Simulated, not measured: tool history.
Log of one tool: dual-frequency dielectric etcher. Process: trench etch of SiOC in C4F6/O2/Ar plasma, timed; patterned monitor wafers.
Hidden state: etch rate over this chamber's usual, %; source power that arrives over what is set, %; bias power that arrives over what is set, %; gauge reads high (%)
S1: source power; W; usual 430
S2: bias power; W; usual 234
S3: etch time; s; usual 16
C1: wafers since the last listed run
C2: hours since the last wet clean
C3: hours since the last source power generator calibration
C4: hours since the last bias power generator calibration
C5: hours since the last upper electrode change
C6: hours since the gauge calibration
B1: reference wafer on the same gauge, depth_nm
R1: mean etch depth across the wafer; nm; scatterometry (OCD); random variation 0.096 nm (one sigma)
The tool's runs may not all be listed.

run	hour	S1	S2	S3	C1	C2	C3	C4	C5	C6	B1	R1
1	0	430	273	16	0	231.7	2844	4224.5	2471.1	477.3	37	38.43
2	68.7	430	273	16	695	300.4	2912.7	4293.2	2539.8	546	37.04	38.33
# hour 134.9: wet clean of the chamber
3	135.4	430	234	16	432	0.5	2979.4	4359.9	2606.5	612.7	36.97	35.98
4	183.3	430	234	16	484	48.4	3027.3	4407.8	2654.4	660.6	36.98	35.72
5	245.4	430	234	16	628	110.5	3089.4	4469.9	2716.5	722.7	37.02	35.77
6	305.7	430	234	18	610	170.8	3149.7	4530.2	2776.8	783	36.98	40.23
# hour 399.4: upper electrode replaced, of another model than before
7	399.9	430	234	18	710	265	3243.9	4624.4	0.5	877.2	36.99	39.42
8	428.3	430	234	16	287	293.4	3272.3	4652.8	28.9	905.6	37.01	35.23
9	456.2	430	234	16	282	321.3	3300.2	4680.7	56.8	933.5	37.03	35.06
# hour 510.2: wet clean of the chamber
10	614.7	430	234	16	1360	104.5	3458.7	4839.2	215.3	1092	37	35
# hour 642.9: gauge calibrated
11	658.9	390	234	16	447	148.7	3502.9	4883.4	259.5	16	37	34.09
# hour 671.1: bias power generator calibrated
12	689.8	390	234	16	272	179.6	3533.8	18.7	290.4	46.9	36.99	35.75
13	718	430	234	16	285	207.8	3562	46.9	318.6	75.1	36.99	36.8
14	758	530	182	19	404	247.8	3602	86.9	358.6	115.1	36.97	37.75
15	802.7	430	234	16	452	292.5	3646.7	131.6	403.3	159.8	37.04	36.93
# hour 861.2: wet clean of the chamber
16	874.1	370	234	16	479	12.9	3718.1	203	474.7	231.2	36.96	35.15
17	942.3	430	234	18	690	81.1	3786.3	271.2	542.9	299.4	37	41.64
# hour 997.2: source power generator calibrated
18	1001.5	430	234	16	558	140.3	4.3	330.4	602.1	358.6	36.99	36.75
19	1097.7	430	234	18	973	236.5	100.5	426.6	698.3	454.8	37.03	41.41
20	1134.6	330	209	12	373	273.4	137.4	463.5	735.2	491.7	36.99	23.35
# hour 1208.6: wet clean of the chamber
21	1209.1	430	234	16	510	0.5	211.9	538	809.7	566.2	37.02	36.67
22	1247.9	490	205	16	392	39.3	250.7	576.8	848.5	605	37	34.4
23	1285.6	320	290	19	381	77	288.4	614.5	886.2	642.7	36.98	46.66
24	1321.3	330	274	19.5	361	112.7	324.1	650.2	921.9	678.4	37.02	46.3
25	1369.4	500	287	16	486	160.8	372.2	698.3	970	726.5	36.99	44.39
26	1404	430	234	13.5	350	195.4	406.8	732.9	1004.6	761.1	37.01	30.9
27	1472.2	430	234	21	690	263.6	475	801.1	1072.8	829.3	37	47.94
28	1513	530	234	19	412	304.4	515.8	841.9	1113.6	870.1	37.03	46.57

Run 29 comes next. What will it give?
29	1549	480	234	14.5	364	340.4	551.8	877.9	1149.6	906.1	?	?

B1: 36.95
R1: 34.42 nm
Without the tool's hidden state the same run would have given R1 34.66 nm.
